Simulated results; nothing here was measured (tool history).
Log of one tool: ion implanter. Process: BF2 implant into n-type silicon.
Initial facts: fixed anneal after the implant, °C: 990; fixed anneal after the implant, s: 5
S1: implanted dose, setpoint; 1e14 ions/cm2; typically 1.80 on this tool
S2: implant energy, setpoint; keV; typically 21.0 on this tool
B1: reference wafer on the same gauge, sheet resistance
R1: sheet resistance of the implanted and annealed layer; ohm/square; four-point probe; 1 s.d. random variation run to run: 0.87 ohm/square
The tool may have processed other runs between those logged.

Run 1, hour 0.0: usual settings; B1 548.90. Result: R1 578.59 ohm/square.
Run 2, hour 39.0: usual settings; B1 548.94. Result: R1 579.47 ohm/square.
Run 3, hour 87.1: usual settings; B1 549.03. Result: R1 579.70 ohm/square.
Run 4, hour 146.5: usual settings; B1 548.91. Result: R1 579.07 ohm/square.
Run 5, hour 458.8: usual settings but S1 1.59 1e14 ions/cm2, S2 22.5 keV; B1 548.93. Result: R1 640.74 ohm/square.
At hour 487.1: extraction supply calibrated.
At hour 507.7: gauge calibrated.
Run 6, hour 558.3: usual settings but S1 1.59 1e14 ions/cm2, S2 22.5 keV; B1 549.13. Result: R1 639.67 ohm/square.
At hour 614.9: Faraday cup replaced and dose calibrated.
Run 7, hour 660.6: usual settings; B1 548.95. Result: R1 580.68 ohm/square.
Run 8, hour 746.0: usual settings; B1 548.97. Result: R1 582.52 ohm/square.
Run 9, hour 821.2: usual settings; B1 549.20. Result: R1 579.89 ohm/square.
Run 10, hour 914.7: usual settings but S1 2.15 1e14 ions/cm2; B1 548.95. Result: R1 496.66 ohm/square.
Run 11, hour 1008.8: usual settings but S1 2.04 1e14 ions/cm2, S2 23.0 keV; B1 549.04. Result: R1 515.62 ohm/square.
Run 12, hour 1081.1: usual settings but S1 1.27 1e14 ions/cm2; B1 549.16. Result: R1 789.98 ohm/square.
Run 13, hour 1132.4: usual settings; B1 549.01. Result: R1 581.35 ohm/square.
Run 14, hour 1213.0: usual settings; B1 549.10. Result: R1 580.16 ohm/square.
Run 15, hour 1311.5: usual settings but S1 1.52 1e14 ions/cm2, S2 26.0 keV; B1 548.91. Result: R1 658.04 ohm/square.
Run 16, hour 1350.1: usual settings but S1 1.34 1e14 ions/cm2, S2 28.0 keV; B1 549.12. Result: R1 719.37 ohm/square.
Run 17, hour 1443.6: usual settings but S1 2.30 1e14 ions/cm2, S2 18.0 keV; B1 549.00. Result: R1 474.79 ohm/square.
Run 18, hour 1490.9: usual settings but S1 1.55 1e14 ions/cm2; B1 549.03. Result: R1 662.78 ohm/square.
Run 19, hour 1551.2: usual settings but S1 1.49 1e14 ions/cm2, S2 17.5 keV; B1 549.09. Result: R1 702.16 ohm/square.

5 options for the next run, each taken on its own from the tool as it stands now. Forecast them:
Run A, hour 1551.6: usual settings but S1 1.49 1e14 ions/cm2; B1 ?. Result: R1 ?.
Run B, hour 1551.6: usual settings but S2 23.0 keV; B1 ?. Result: R1 ?.
Run C, hour 1551.6: usual settings but S1 2.18 1e14 ions/cm2, S2 14.0 keV; B1 ?. Result: R1 ?.
Run D, hour 1551.6: usual settings but S1 2.10 1e14 ions/cm2, S2 17.0 keV; B1 ?. Result: R1 ?.
Run E, hour 1551.6: usual settings but S1 1.29 1e14 ions/cm2, S2 14.0 keV; B1 ?. Result: R1 ?.

run      B1      R1
  A  549.06  685.58
  B  549.06  574.33
  C  549.06  515.28
  D  549.06  516.14
  E  549.06  823.60
What these runs would have given with no unlogged condition in the tool:
run      R1
  A  687.20
  B  575.65
  C  516.41
  D  517.33
  E  825.59
